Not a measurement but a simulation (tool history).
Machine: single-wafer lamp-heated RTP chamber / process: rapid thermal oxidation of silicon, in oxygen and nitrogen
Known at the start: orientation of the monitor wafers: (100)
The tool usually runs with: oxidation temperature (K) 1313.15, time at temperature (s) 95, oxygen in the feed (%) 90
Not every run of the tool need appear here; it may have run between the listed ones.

run	hour	oxidation temperature (K)	time at temperature (s)	oxygen in the feed (%)	wafers since the last listed run	wafers since the last pyrometer calibration	hours since the oxygen flow controller was replaced	hours since the gauge calibration	read-back reference wafer on the same gauge, thickness	oxide thickness on the monitor wafer (Å)
1	0	1313.15	95	98	0	7372	5682.8	601.1	8.146	96.77
2	68.6	1323.15	95	90	456	7829	5751.4	669.7	8.151	100.17
3	122.8	1313.15	95	90	360	8189	5805.6	723.9	8.15	94
4	190.9	1313.15	95	90	452	8642	5873.7	792	8.149	93.5
# hour 237: pyrometer window cleaned and pyrometer calibrated
5	237.5	1313.15	95	90	256	3	5920.3	838.6	8.15	91.39
# hour 252.7: gauge calibrated
6	262.1	1313.15	95	90	163	166	5944.9	9.4	8.155	91.6
7	330.9	1313.15	62	90	457	624	6013.7	78.2	8.151	75.87
8	366.3	1313.15	95	70	235	859	6049.1	113.6	8.155	83.89
9	393.5	1326.15	140	63	180	1040	6076.3	140.8	8.146	106.13
10	440.6	1333.15	73	60	313	1353	6123.4	187.9	8.149	80.84
# hour 463.4: oxygen flow controller replaced
11	492.5	1329.15	95	90	291	1645	29.1	239.8	8.153	102.44
12	531.2	1313.15	115	90	257	1903	67.8	278.5	8.15	100.91
13	599.3	1305.15	128	67	452	2355	135.9	346.6	8.146	89.98
14	661.1	1332.15	80	62	410	2766	197.7	408.4	8.153	84.9

Run 15, settings as shown, results not yet in. Your forecast:
15	726.1	1323.15	95	90	432	3199	262.7	473.4	?	?

Run 15 gave read-back reference wafer on the same gauge, thickness 8.153, oxide thickness on the monitor wafer (Å) 99.
With no hidden state in the tool, this same run would have given oxide thickness on the monitor wafer (Å) 97.91.

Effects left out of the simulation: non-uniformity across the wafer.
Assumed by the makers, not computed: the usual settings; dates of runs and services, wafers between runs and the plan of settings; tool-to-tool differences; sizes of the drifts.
